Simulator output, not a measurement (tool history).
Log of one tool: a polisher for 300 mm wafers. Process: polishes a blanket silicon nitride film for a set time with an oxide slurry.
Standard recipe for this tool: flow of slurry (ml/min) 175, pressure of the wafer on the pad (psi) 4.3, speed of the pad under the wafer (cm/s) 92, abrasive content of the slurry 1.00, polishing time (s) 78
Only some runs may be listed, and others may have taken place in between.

| run | day | flow of slurry (ml/min) | pressure of the wafer on the pad (psi) | speed of the pad under the wafer (cm/s) | abrasive content of the slurry | polishing time (s) | wafers since the last listed run | wafers polished on this pad | hours since the slurry nozzle was cleaned | hours since the head pressure was calibrated | hours since the slurry blender was calibrated | hours since the conditioning disc was replaced | incoming thickness of the incoming film, nm | film removed (angstrom) |
|---|---|---|---|---|---|---|---|---|---|---|---|---|---|---|
| 1 | 0.000 | 175 | 4.3 | 92 | 1.00 | 68 | 0 | 1659 | 180.2 | 304.3 | 119.3 | 208.3 | 305.2 | 445 |
|  | 0.992 | worn pad replaced by a new one |
| 2 | 1.696 | 175 | 4.3 | 92 | 1.00 | 68 | 283 | 130 | 220.9 | 345.0 | 160.0 | 249.0 | 309.8 | 440 |
|  | 3.183 | conditioning disc replaced and pad reconditioned |
| 3 | 3.312 | 175 | 4.3 | 80 | 1.00 | 78 | 284 | 415 | 259.7 | 383.8 | 198.8 | 3.1 | 311.9 | 459 |
| 4 | 5.733 | 175 | 4.3 | 80 | 1.00 | 78 | 449 | 865 | 317.8 | 441.9 | 256.9 | 61.2 | 314.5 | 459 |
| 5 | 7.996 | 175 | 4.3 | 80 | 1.00 | 78 | 420 | 1285 | 372.1 | 496.2 | 311.2 | 115.5 | 307.0 | 455 |
| 6 | 10.292 | 155 | 4.3 | 92 | 1.20 | 78 | 426 | 1711 | 427.2 | 551.3 | 366.3 | 170.6 | 304.9 | 537 |
|  | 11.117 | slurry blender recalibrated |
|  | 11.654 | head pressure recalibrated |
| 7 | 12.958 | 155 | 4.3 | 92 | 1.20 | 78 | 464 | 2175 | 491.2 | 31.3 | 44.2 | 234.6 | 306.7 | 572 |
|  | 13.258 | slurry nozzle cleaned |
|  | 13.742 | worn pad replaced by a new one |
|  | 14.404 | conditioning disc replaced and pad reconditioned |
| 8 | 14.425 | 145 | 4.3 | 92 | 1.00 | 78 | 218 | 111 | 28.0 | 66.5 | 79.4 | 0.5 | 307.8 | 505 |
| 9 | 16.388 | 145 | 4.3 | 92 | 1.00 | 78 | 364 | 476 | 75.1 | 113.6 | 126.5 | 47.6 | 305.4 | 504 |
| 10 | 18.767 | 175 | 4.3 | 84 | 1.00 | 59 | 441 | 917 | 132.2 | 170.7 | 183.6 | 104.7 | 311.4 | 361 |
| 11 | 20.850 | 175 | 4.3 | 84 | 1.00 | 59 | 386 | 1304 | 182.2 | 220.7 | 233.6 | 154.7 | 310.0 | 354 |
| 12 | 23.758 | 175 | 4.3 | 92 | 1.30 | 70 | 540 | 1844 | 252.0 | 290.5 | 303.4 | 224.5 | 312.8 | 513 |
| 13 | 25.179 | 175 | 4.3 | 92 | 1.00 | 90 | 263 | 2108 | 286.1 | 324.6 | 337.5 | 258.6 | 309.3 | 574 |
| 14 | 26.312 | 175 | 4.3 | 92 | 0.75 | 62 | 210 | 2319 | 313.3 | 351.8 | 364.7 | 285.8 | 311.8 | 331 |
|  | 26.675 | slurry blender recalibrated |
|  | 27.425 | worn pad replaced by a new one |
|  | 27.617 | conditioning disc replaced and pad reconditioned |
| 15 | 28.867 | 145 | 4.3 | 92 | 1.00 | 78 | 412 | 252 | 374.6 | 413.1 | 52.6 | 30.0 | 308.6 | 498 |
| 16 | 30.788 | 225 | 4.3 | 110 | 0.75 | 98 | 356 | 609 | 420.7 | 459.2 | 98.7 | 76.1 | 308.1 | 630 |
|  | 34.304 | slurry nozzle cleaned |
| 17 | 37.067 | 175 | 5.0 | 114 | 1.30 | 78 | 1158 | 1767 | 66.3 | 609.9 | 249.4 | 226.8 | 307.0 | 745 |
|  | 37.317 | head pressure recalibrated |
|  | 39.350 | worn pad replaced by a new one |
|  | 39.496 | conditioning disc replaced and pad reconditioned |
| 18 | 40.025 | 175 | 4.3 | 92 | 1.00 | 78 | 487 | 109 | 137.3 | 65.0 | 320.4 | 12.7 | 313.6 | 490 |
|  | 40.196 | slurry blender recalibrated |
| 19 | 42.038 | 225 | 4.3 | 110 | 0.75 | 98 | 358 | 467 | 185.6 | 113.3 | 44.2 | 61.0 | 309.7 | 641 |
| 20 | 43.862 | 140 | 4.3 | 92 | 1.00 | 78 | 338 | 806 | 229.4 | 157.1 | 88.0 | 104.8 | 308.2 | 507 |
| 21 | 46.104 | 175 | 4.3 | 92 | 1.00 | 78 | 416 | 1223 | 283.2 | 210.9 | 141.8 | 158.6 | 306.4 | 518 |
| 22 | 47.388 | 175 | 5.7 | 92 | 1.00 | 78 | 238 | 1461 | 314.0 | 241.7 | 172.6 | 189.4 | 313.3 | 678 |
| 23 | 48.800 | 175 | 4.7 | 92 | 1.25 | 52 | 262 | 1723 | 347.9 | 275.6 | 206.5 | 223.3 | 311.5 | 417 |
|  | 50.417 | conditioning disc replaced and pad reconditioned |
|  | 51.275 | worn pad replaced by a new one |
|  | 52.296 | slurry nozzle cleaned |
| 24 | 52.475 | 145 | 5.0 | 92 | 1.00 | 62 | 628 | 214 | 4.3 | 363.8 | 294.7 | 49.4 | 316.5 | 440 |
| 25 | 53.838 | 200 | 3.6 | 92 | 0.75 | 56 | 253 | 467 | 37.0 | 396.5 | 327.4 | 82.1 | 306.1 | 254 |

What if the next run were any one of these 4? Each begins from the tool's condition after run 25:
| A | 53.854 | 175 | 4.9 | 92 | 1.00 | 78 | 3 | 470 | 37.4 | 396.9 | 327.8 | 82.5 | 309.8 | ? |
| B | 53.854 | 200 | 4.3 | 92 | 1.00 | 78 | 3 | 470 | 37.4 | 396.9 | 327.8 | 82.5 | 309.8 | ? |
| C | 53.854 | 175 | 5.7 | 92 | 1.00 | 86 | 3 | 470 | 37.4 | 396.9 | 327.8 | 82.5 | 309.8 | ? |
| D | 53.854 | 195 | 4.3 | 92 | 0.70 | 78 | 3 | 470 | 37.4 | 396.9 | 327.8 | 82.5 | 309.8 | ? |

| run | film removed (angstrom) |
|---|---|
| A | 584 |
| B | 523 |
| C | 749 |
| D | 411 |
With the hidden condition removed and each run's random variation left untouched, the same runs would have given:
| run | film removed (angstrom) |
|---|---|
| A | 640 |
| B | 573 |
| C | 821 |
| D | 460 |

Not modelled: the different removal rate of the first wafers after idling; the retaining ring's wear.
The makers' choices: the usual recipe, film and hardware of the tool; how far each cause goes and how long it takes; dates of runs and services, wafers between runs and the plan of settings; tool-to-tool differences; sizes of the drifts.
